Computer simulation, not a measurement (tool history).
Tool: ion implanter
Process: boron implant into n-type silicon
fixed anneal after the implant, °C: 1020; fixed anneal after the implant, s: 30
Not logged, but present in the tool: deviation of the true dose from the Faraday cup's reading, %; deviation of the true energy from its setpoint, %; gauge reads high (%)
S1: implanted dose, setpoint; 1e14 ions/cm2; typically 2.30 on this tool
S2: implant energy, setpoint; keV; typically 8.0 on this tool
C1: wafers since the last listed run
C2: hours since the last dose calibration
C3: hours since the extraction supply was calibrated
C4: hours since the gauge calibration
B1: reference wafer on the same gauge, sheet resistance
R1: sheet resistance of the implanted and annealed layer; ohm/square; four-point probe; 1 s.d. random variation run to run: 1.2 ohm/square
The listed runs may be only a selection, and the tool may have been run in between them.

run,hour,S1,S2,C1,C2,C3,C4,B1,R1
1,0.0,2.30,6.5,0,1653.3,2885.8,35.4,545.17,473.09
2,15.1,2.30,6.5,214,1668.4,2900.9,50.5,544.94,472.61
3,33.2,2.30,6.5,257,1686.5,2919.0,68.6,545.35,470.86
4,55.0,2.30,7.0,309,1708.3,2940.8,90.4,544.65,466.90
5,82.2,2.30,7.0,386,1735.5,2968.0,117.6,545.12,468.88
6,111.2,2.30,8.0,411,1764.5,2997.0,146.6,545.06,460.68
7,135.9,2.30,8.0,350,1789.2,3021.7,171.3,544.86,461.96
8,160.8,2.65,8.0,353,1814.1,3046.6,196.2,544.76,409.13
9,177.3,2.65,8.0,234,1830.6,3063.1,212.7,545.17,407.64
10,203.6,2.65,8.0,373,1856.9,3089.4,239.0,545.28,408.44
11,227.7,2.30,8.0,342,1881.0,3113.5,263.1,545.18,460.20
12,249.2,2.80,8.0,305,1902.5,3135.0,284.6,545.01,389.05
13,266.4,2.80,8.0,244,1919.7,3152.2,301.8,544.49,390.44
# hour 353.5: gauge calibrated
14,363.0,2.92,5.5,1371,2016.3,3248.8,9.5,544.90,393.48
15,394.3,1.66,9.0,444,2047.6,3280.1,40.8,545.63,594.24
16,406.5,1.97,10.0,173,2059.8,3292.3,53.0,545.41,511.06
17,430.9,2.30,7.0,346,2084.2,3316.7,77.4,544.52,468.70
# hour 456.9: Faraday cup replaced and dose calibrated
18,457.4,1.92,9.0,262,0.5,3343.2,103.9,545.14,514.28
# hour 476.6: extraction supply calibrated
19,485.9,2.30,6.0,291,29.0,9.3,132.4,545.27,465.75
20,518.5,2.30,8.0,463,61.6,41.9,165.0,544.80,449.57
21,543.4,1.76,9.5,353,86.5,66.8,189.9,544.77,550.08
22,571.5,2.30,8.0,399,114.6,94.9,218.0,544.84,449.08
23,593.9,2.85,8.0,318,137.0,117.3,240.4,545.03,375.11
# hour 608.4: Faraday cup replaced and dose calibrated, repeated, since the last time left the tool worse
24,614.1,2.54,10.0,173,5.7,137.5,260.6,544.97,425.22
25,633.6,2.93,10.5,276,25.2,157.0,280.1,544.82,372.12
26,659.4,1.72,10.0,366,51.0,182.8,305.9,545.29,584.47

Predict each of these 3 candidate next runs independently; none follows another, all start after run 26:
A,659.8,2.30,9.5,5,51.4,183.2,306.3,?,?
B,659.8,2.02,6.5,5,51.4,183.2,306.3,?,?
C,659.8,2.87,7.0,5,51.4,183.2,306.3,?,?

run,B1,R1
A,545.00,462.64
B,545.00,539.58
C,545.00,398.53
What these runs would have given with no unlogged condition in the tool:
run,R1
A,463.20
B,540.23
C,399.02
